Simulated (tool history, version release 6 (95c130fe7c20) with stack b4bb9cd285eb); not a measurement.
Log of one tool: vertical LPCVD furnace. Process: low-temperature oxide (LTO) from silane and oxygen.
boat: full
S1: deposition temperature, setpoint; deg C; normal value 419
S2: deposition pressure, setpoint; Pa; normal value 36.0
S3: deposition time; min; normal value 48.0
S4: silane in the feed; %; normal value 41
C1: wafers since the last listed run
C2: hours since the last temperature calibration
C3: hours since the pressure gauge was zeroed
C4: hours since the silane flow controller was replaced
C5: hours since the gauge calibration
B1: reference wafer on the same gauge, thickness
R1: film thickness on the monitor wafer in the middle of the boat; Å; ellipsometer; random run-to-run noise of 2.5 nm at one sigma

run 1 hour=0.0 | S1=419 S2=36.0 S3=48.0 S4=41 | C1=0 C2=1698.7 C3=2059.5 C4=4967.8 C5=811.3 | B1=568.32 | R1=6306.0
run 2 hour=45.7 | S1=419 S2=36.0 S3=48.0 S4=41 | C1=385 C2=1744.4 C3=2105.2 C4=5013.5 C5=857.0 | B1=568.44 | R1=6329.9
run 3 hour=116.8 | S1=419 S2=36.0 S3=48.0 S4=41 | C1=600 C2=1815.5 C3=2176.3 C4=5084.6 C5=928.1 | B1=568.65 | R1=6316.0
run 4 hour=193.9 | S1=415 S2=36.0 S3=48.0 S4=41 | C1=650 C2=1892.6 C3=2253.4 C4=5161.7 C5=1005.2 | B1=567.51 | R1=6072.4
run 5 hour=278.2 | S1=410 S2=36.0 S3=48.0 S4=39 | C1=711 C2=1976.9 C3=2337.7 C4=5246.0 C5=1089.5 | B1=568.37 | R1=5483.7
run 6 hour=339.8 | S1=410 S2=36.0 S3=48.0 S4=39 | C1=520 C2=2038.5 C3=2399.3 C4=5307.6 C5=1151.1 | B1=568.85 | R1=5455.6
run 7 hour=439.5 | S1=410 S2=36.0 S3=48.0 S4=39 | C1=841 C2=2138.2 C3=2499.0 C4=5407.3 C5=1250.8 | B1=568.56 | R1=5473.0
run 8 hour=527.6 | S1=419 S2=36.0 S3=48.0 S4=41 | C1=743 C2=2226.3 C3=2587.1 C4=5495.4 C5=1338.9 | B1=568.57 | R1=6375.9
-- hour=849.5 thermocouples replaced and temperature profile calibrated
run 9 hour=850.0 | S1=419 S2=36.0 S3=48.0 S4=41 | C1=2519 C2=0.5 C3=2909.5 C4=5817.8 C5=1661.3 | B1=567.37 | R1=6085.0
run 10 hour=877.3 | S1=419 S2=36.0 S3=48.0 S4=41 | C1=230 C2=27.8 C3=2936.8 C4=5845.1 C5=1688.6 | B1=568.15 | R1=6150.0
run 11 hour=917.7 | S1=419 S2=36.0 S3=48.0 S4=41 | C1=341 C2=68.2 C3=2977.2 C4=5885.5 C5=1729.0 | B1=567.51 | R1=6130.3
-- hour=1117.1 gauge calibrated
-- hour=1138.1 silane flow controller replaced
run 12 hour=1138.6 | S1=426 S2=36.0 S3=43.0 S4=41 | C1=1662 C2=289.1 C3=3198.1 C4=0.5 C5=21.5 | B1=567.70 | R1=5863.9
run 13 hour=1214.0 | S1=430 S2=32.7 S3=48.0 S4=41 | C1=636 C2=364.5 C3=3273.5 C4=75.9 C5=96.9 | B1=566.70 | R1=6136.2
-- hour=1271.2 pressure gauge zeroed
run 14 hour=1271.7 | S1=419 S2=42.0 S3=33.5 S4=41 | C1=284 C2=422.2 C3=0.5 C4=133.6 C5=154.6 | B1=568.16 | R1=5184.2
run 15 hour=1336.8 | S1=410 S2=43.3 S3=61.5 S4=45 | C1=549 C2=487.3 C3=65.6 C4=198.7 C5=219.7 | B1=567.75 | R1=9850.8
run 16 hour=1429.8 | S1=419 S2=36.0 S3=48.0 S4=41 | C1=785 C2=580.3 C3=158.6 C4=291.7 C5=312.7 | B1=567.81 | R1=6333.7
run 17 hour=1523.3 | S1=419 S2=33.3 S3=48.0 S4=44 | C1=789 C2=673.8 C3=252.1 C4=385.2 C5=406.2 | B1=567.92 | R1=6316.2
run 18 hour=1579.7 | S1=431 S2=36.0 S3=48.0 S4=43 | C1=476 C2=730.2 C3=308.5 C4=441.6 C5=462.6 | B1=567.82 | R1=7493.0
run 19 hour=1633.0 | S1=419 S2=36.0 S3=48.0 S4=41 | C1=449 C2=783.5 C3=361.8 C4=494.9 C5=515.9 | B1=567.46 | R1=6312.9
run 20 hour=1681.4 | S1=419 S2=36.0 S3=48.0 S4=41 | C1=408 C2=831.9 C3=410.2 C4=543.3 C5=564.3 | B1=568.86 | R1=6308.5
run 21 hour=1775.9 | S1=419 S2=36.0 S3=48.0 S4=46 | C1=797 C2=926.4 C3=504.7 C4=637.8 C5=658.8 | B1=567.65 | R1=7141.1
run 22 hour=1835.2 | S1=419 S2=36.0 S3=48.0 S4=41 | C1=500 C2=985.7 C3=564.0 C4=697.1 C5=718.1 | B1=567.70 | R1=6286.0
run 23 hour=1882.8 | S1=426 S2=36.0 S3=37.0 S4=44 | C1=401 C2=1033.3 C3=611.6 C4=744.7 C5=765.7 | B1=568.91 | R1=5593.4

State the hidden condition of the tool at each of the runs:
deviation of the silane flow from its setpoint, %: 0, the same for each run
gauge reads high (%): 0, the same for each run
H1: true tube temperature minus thermocouple reading, K
H2: true pressure minus gauge reading, mTorr
run=1 H1=2.19 H2=-5.88
run=2 H1=2.29 H2=-6.07
run=3 H1=2.46 H2=-6.35
run=4 H1=2.64 H2=-6.66
run=5 H1=2.85 H2=-7
run=6 H1=3.01 H2=-7.25
run=7 H1=3.28 H2=-7.65
run=8 H1=3.53 H2=-8
run=9 H1=0.191 H2=-9.29
run=10 H1=0.191 H2=-9.4
run=11 H1=0.194 H2=-9.56
run=12 H1=0.245 H2=-10.4
run=13 H1=0.277 H2=-10.8
run=14 H1=0.306 H2=-0.0925
run=15 H1=0.345 H2=-0.353
run=16 H1=0.409 H2=-0.726
run=17 H1=0.485 H2=-1.1
run=18 H1=0.536 H2=-1.33
run=19 H1=0.589 H2=-1.54
run=20 H1=0.639 H2=-1.73
run=21 H1=0.747 H2=-2.11
run=22 H1=0.821 H2=-2.35
run=23 H1=0.883 H2=-2.54
